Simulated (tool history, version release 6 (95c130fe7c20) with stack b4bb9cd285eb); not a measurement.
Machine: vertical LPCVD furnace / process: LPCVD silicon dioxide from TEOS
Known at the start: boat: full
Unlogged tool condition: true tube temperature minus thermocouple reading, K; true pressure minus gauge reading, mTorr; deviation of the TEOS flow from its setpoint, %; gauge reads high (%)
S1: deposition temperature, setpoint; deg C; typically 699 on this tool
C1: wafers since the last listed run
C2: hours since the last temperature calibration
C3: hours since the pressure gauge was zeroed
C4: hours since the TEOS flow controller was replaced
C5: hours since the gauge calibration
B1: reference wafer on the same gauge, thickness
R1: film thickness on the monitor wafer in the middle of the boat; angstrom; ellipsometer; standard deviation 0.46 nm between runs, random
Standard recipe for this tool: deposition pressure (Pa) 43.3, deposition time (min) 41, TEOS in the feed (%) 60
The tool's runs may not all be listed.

Run 1, hour 0: usual settings but deposition pressure (Pa) 35.3; C1 0; C2 4164; C3 3524.6; C4 5214.1; C5 154.1; B1 277.06. Result: R1 2909.5 angstrom.
Run 2, hour 10.8: usual settings; C1 174; C2 4174.8; C3 3535.4; C4 5224.9; C5 164.9; B1 277.04. Result: R1 3223.8 angstrom.
Run 3, hour 19.2: usual settings; C1 135; C2 4183.2; C3 3543.8; C4 5233.3; C5 173.3; B1 276.98. Result: R1 3212.9 angstrom.
Run 4, hour 70.8: usual settings; C1 835; C2 4234.8; C3 3595.4; C4 5284.9; C5 224.9; B1 276.96. Result: R1 3225.4 angstrom.
Run 5, hour 79: usual settings; C1 132; C2 4243; C3 3603.6; C4 5293.1; C5 233.1; B1 276.99. Result: R1 3230.2 angstrom.
Run 6, hour 86.3: usual settings; C1 118; C2 4250.3; C3 3610.9; C4 5300.4; C5 240.4; B1 276.9. Result: R1 3232.5 angstrom.
Run 7, hour 94.2: usual settings but deposition time (min) 47; C1 127; C2 4258.2; C3 3618.8; C4 5308.3; C5 248.3; B1 277.04. Result: R1 3715.7 angstrom.
At hour 122.7: gauge calibrated.
At hour 128.5: pressure gauge zeroed.
At hour 132.2: thermocouples replaced and temperature profile calibrated.
Run 8, hour 132.7: usual settings but deposition time (min) 47; C1 175; C2 0.5; C3 4.2; C4 5346.8; C5 10; B1 277.01. Result: R1 3342.5 angstrom.
Run 9, hour 136.7: usual settings; C1 64; C2 4.5; C3 8.2; C4 5350.8; C5 14; B1 277.02. Result: R1 2926.9 angstrom.
Run 10, hour 140.7: usual settings; C1 64; C2 8.5; C3 12.2; C4 5354.8; C5 18; B1 277.01. Result: R1 2916.3 angstrom.
Run 11, hour 151.6: usual settings; C1 176; C2 19.4; C3 23.1; C4 5365.7; C5 28.9; B1 276.96. Result: R1 2918 angstrom.
Run 12, hour 168.1: usual settings; C1 267; C2 35.9; C3 39.6; C4 5382.2; C5 45.4; B1 276.97. Result: R1 2919.2 angstrom.
Run 13, hour 178.8: usual settings; C1 173; C2 46.6; C3 50.3; C4 5392.9; C5 56.1; B1 277.04. Result: R1 2915.1 angstrom.
At hour 226.3: TEOS flow controller replaced.
Run 14, hour 226.8: usual settings but S1 705 deg C, deposition pressure (Pa) 34.7; C1 388; C2 94.6; C3 98.3; C4 0.5; C5 104.1; B1 277.02. Result: R1 2993.1 angstrom.
Run 15, hour 230.8: usual settings but S1 705 deg C, deposition pressure (Pa) 50.7, TEOS in the feed (%) 67; C1 64; C2 98.6; C3 102.3; C4 4.5; C5 108.1; B1 277. Result: R1 3827.3 angstrom.
Run 16, hour 234.7: usual settings but deposition time (min) 29; C1 63; C2 102.5; C3 106.2; C4 8.4; C5 112; B1 276.92. Result: R1 2063.5 angstrom.
Run 17, hour 240.3: usual settings; C1 90; C2 108.1; C3 111.8; C4 14; C5 117.6; B1 276.95. Result: R1 2912.3 angstrom.

What does the tool deliver on the next run?
Run 18, hour 247.9: usual settings but S1 689 deg C, deposition pressure (Pa) 50.7, deposition time (min) 31; C1 122; C2 115.7; C3 119.4; C4 21.6; C5 125.2; B1 ?. Result: R1 ?.

{"run 18": {"B1": 276.97, "R1": 1886.5}}
On a tool with no hidden condition, and with the same random variation, this run would have come out at R1 1882.7 angstrom.
